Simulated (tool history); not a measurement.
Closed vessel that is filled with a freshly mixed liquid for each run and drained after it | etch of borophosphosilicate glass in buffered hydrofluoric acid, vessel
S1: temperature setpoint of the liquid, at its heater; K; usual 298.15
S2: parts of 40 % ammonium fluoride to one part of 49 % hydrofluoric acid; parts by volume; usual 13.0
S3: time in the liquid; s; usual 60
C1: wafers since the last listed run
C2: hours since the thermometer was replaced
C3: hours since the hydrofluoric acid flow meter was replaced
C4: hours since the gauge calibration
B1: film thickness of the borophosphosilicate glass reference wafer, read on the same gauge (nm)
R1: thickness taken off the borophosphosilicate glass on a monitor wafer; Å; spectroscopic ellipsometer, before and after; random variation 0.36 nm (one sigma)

| run | hour | S1 | S2 | S3 | C1 | C2 | C3 | C4 | B1 | R1 |
|---|---|---|---|---|---|---|---|---|---|---|
| 1 | 0.0 | 298.15 | 13.0 | 80 | 0 | 987.4 | 1130.4 | 210.5 | 130.05 | 699.0 |
|  | 30.3 | hydrofluoric acid flow meter replaced |
| 2 | 96.1 | 298.15 | 13.0 | 60 | 12395 | 1083.5 | 65.8 | 306.6 | 130.03 | 566.7 |
| 3 | 300.4 | 298.15 | 13.0 | 60 | 26628 | 1287.8 | 270.1 | 510.9 | 129.99 | 577.2 |
| 4 | 344.7 | 298.15 | 13.0 | 60 | 5774 | 1332.1 | 314.4 | 555.2 | 130.01 | 567.0 |
| 5 | 447.5 | 298.15 | 13.0 | 60 | 13399 | 1434.9 | 417.2 | 658.0 | 129.99 | 567.3 |
| 6 | 636.1 | 298.15 | 13.0 | 60 | 24582 | 1623.5 | 605.8 | 846.6 | 129.96 | 559.1 |
| 7 | 717.8 | 298.15 | 13.0 | 60 | 10648 | 1705.2 | 687.5 | 928.3 | 130.02 | 559.8 |
| 8 | 812.3 | 298.15 | 13.0 | 60 | 12317 | 1799.7 | 782.0 | 1022.8 | 129.96 | 555.2 |
| 9 | 914.2 | 298.15 | 13.0 | 85 | 13281 | 1901.6 | 883.9 | 1124.7 | 130.01 | 790.1 |
| 10 | 987.2 | 298.15 | 13.0 | 85 | 9515 | 1974.6 | 956.9 | 1197.7 | 129.98 | 783.3 |
|  | 1034.2 | hydrofluoric acid flow meter replaced |
| 11 | 1067.3 | 296.65 | 17.5 | 90 | 10310 | 2054.7 | 33.1 | 1277.8 | 129.99 | 601.8 |
| 12 | 1138.2 | 298.15 | 13.0 | 60 | 9241 | 2125.6 | 104.0 | 1348.7 | 130.02 | 587.9 |
| 13 | 1201.8 | 294.65 | 13.0 | 90 | 8289 | 2189.2 | 167.6 | 1412.3 | 129.98 | 725.3 |
|  | 1271.7 | thermometer replaced |
| 14 | 1302.2 | 298.15 | 13.0 | 60 | 12956 | 30.5 | 268.0 | 1512.7 | 130.04 | 550.8 |
| 15 | 1396.7 | 300.15 | 13.0 | 35 | 12317 | 125.0 | 362.5 | 1607.2 | 129.99 | 352.2 |

Run 16 comes next. What will it give?
|  | 1411.2 | gauge calibrated |
| 16 | 1482.9 | 298.15 | 13.0 | 60 | 11235 | 211.2 | 448.7 | 71.7 | ? | ? |

B1: 129.99
R1: 551.1 Å
Without the tool's hidden state the same run would have given R1 559.0 Å.

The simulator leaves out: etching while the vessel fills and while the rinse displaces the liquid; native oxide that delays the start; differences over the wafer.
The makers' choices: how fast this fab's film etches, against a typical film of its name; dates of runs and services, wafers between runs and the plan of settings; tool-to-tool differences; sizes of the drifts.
